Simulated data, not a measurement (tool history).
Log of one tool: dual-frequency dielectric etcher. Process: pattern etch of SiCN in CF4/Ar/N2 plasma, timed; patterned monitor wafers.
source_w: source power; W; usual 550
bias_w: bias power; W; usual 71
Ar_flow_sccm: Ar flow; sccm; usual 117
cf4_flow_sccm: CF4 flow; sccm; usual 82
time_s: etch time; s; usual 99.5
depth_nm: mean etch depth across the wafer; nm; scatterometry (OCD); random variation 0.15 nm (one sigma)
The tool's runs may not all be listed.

run,hour,source_w,bias_w,Ar_flow_sccm,cf4_flow_sccm,time_s,wafers since the last listed run,hours since the last wet clean,hours since the last source power generator calibration,hours since the last bias power generator calibration,hours since the last Ar flow controller change,hours since the last CF4 flow controller change,hours since the last upper electrode change,hours since the gauge calibration,"read-back reference wafer on the same gauge, depth_nm",depth_nm
1,0.0,550,81,117,82,99.5,0,388.1,3028.1,3549.2,5414.0,5750.1,3282.8,403.0,83,103.7
# hour 13.1: wet clean of the chamber
# hour 15.2: gauge calibrated
2,66.4,550,71,117,82,80.5,438,53.3,3094.5,3615.6,5480.4,5816.5,3349.2,51.2,83,77.7
3,122.9,550,71,117,82,80.5,464,109.8,3151.0,3672.1,5536.9,5873.0,3405.7,107.7,83,77.6
4,177.6,550,71,117,82,80.5,450,164.5,3205.7,3726.8,5591.6,5927.7,3460.4,162.4,83,77.8
5,222.8,550,71,107,82,122.0,371,209.7,3250.9,3772.0,5636.8,5972.9,3505.6,207.6,83,120.1
6,265.5,550,71,117,82,99.5,351,252.4,3293.6,3814.7,5679.5,6015.6,3548.3,250.3,83,96.6
7,309.4,550,71,117,73,99.5,361,296.3,3337.5,3858.6,5723.4,6059.5,3592.2,294.2,83,95.4
# hour 347.9: wet clean of the chamber
# hour 349.6: CF4 flow controller replaced
8,372.2,550,71,117,82,99.5,304,24.3,3400.3,3921.4,5786.2,22.6,3655.0,357.0,83,95.7
# hour 444.5: gauge calibrated
# hour 473.9: source power generator calibrated
# hour 494.9: Ar flow controller replaced
9,495.4,550,71,137,75,99.5,931,147.5,21.5,4044.6,0.5,145.8,3778.2,50.9,83,94.3
# hour 530.0: upper electrode replaced
10,562.9,550,71,117,73,77.0,357,215.0,89.0,4112.1,68.0,213.3,32.9,118.4,83,74.9
11,604.0,550,82,91,74,117.0,338,256.1,130.1,4153.2,109.1,254.4,74.0,159.5,83,129.2
# hour 641.2: bias power generator calibrated
12,652.2,510,71,88,82,99.5,363,304.3,178.3,11.0,157.3,302.6,122.2,207.7,83,100.3
# hour 730.4: wet clean of the chamber
13,730.9,420,71,117,82,99.5,450,0.5,257.0,89.7,236.0,381.3,200.9,286.4,83,86.3
14,795.1,550,71,107,82,122.0,528,64.7,321.2,153.9,300.2,445.5,265.1,350.6,83,121.7
15,824.1,550,71,117,82,99.5,238,93.7,350.2,182.9,329.2,474.5,294.1,379.6,83,97.6

3 ways to go on from here, each from the tool as it stands after run 15. What would each give?
A,824.5,550,71,117,87,99.5,3,94.1,350.6,183.3,329.6,474.9,294.5,380.0,?,?
B,824.5,430,83,117,82,99.5,3,94.1,350.6,183.3,329.6,474.9,294.5,380.0,?,?
C,824.5,550,71,146,82,99.5,3,94.1,350.6,183.3,329.6,474.9,294.5,380.0,?,?

run,"read-back reference wafer on the same gauge, depth_nm",depth_nm
A,83,98.4
B,83,95.0
C,83,93.6
Without the tool's hidden state the same runs would have given:
run,depth_nm
A,98.8
B,95.4
C,94.0

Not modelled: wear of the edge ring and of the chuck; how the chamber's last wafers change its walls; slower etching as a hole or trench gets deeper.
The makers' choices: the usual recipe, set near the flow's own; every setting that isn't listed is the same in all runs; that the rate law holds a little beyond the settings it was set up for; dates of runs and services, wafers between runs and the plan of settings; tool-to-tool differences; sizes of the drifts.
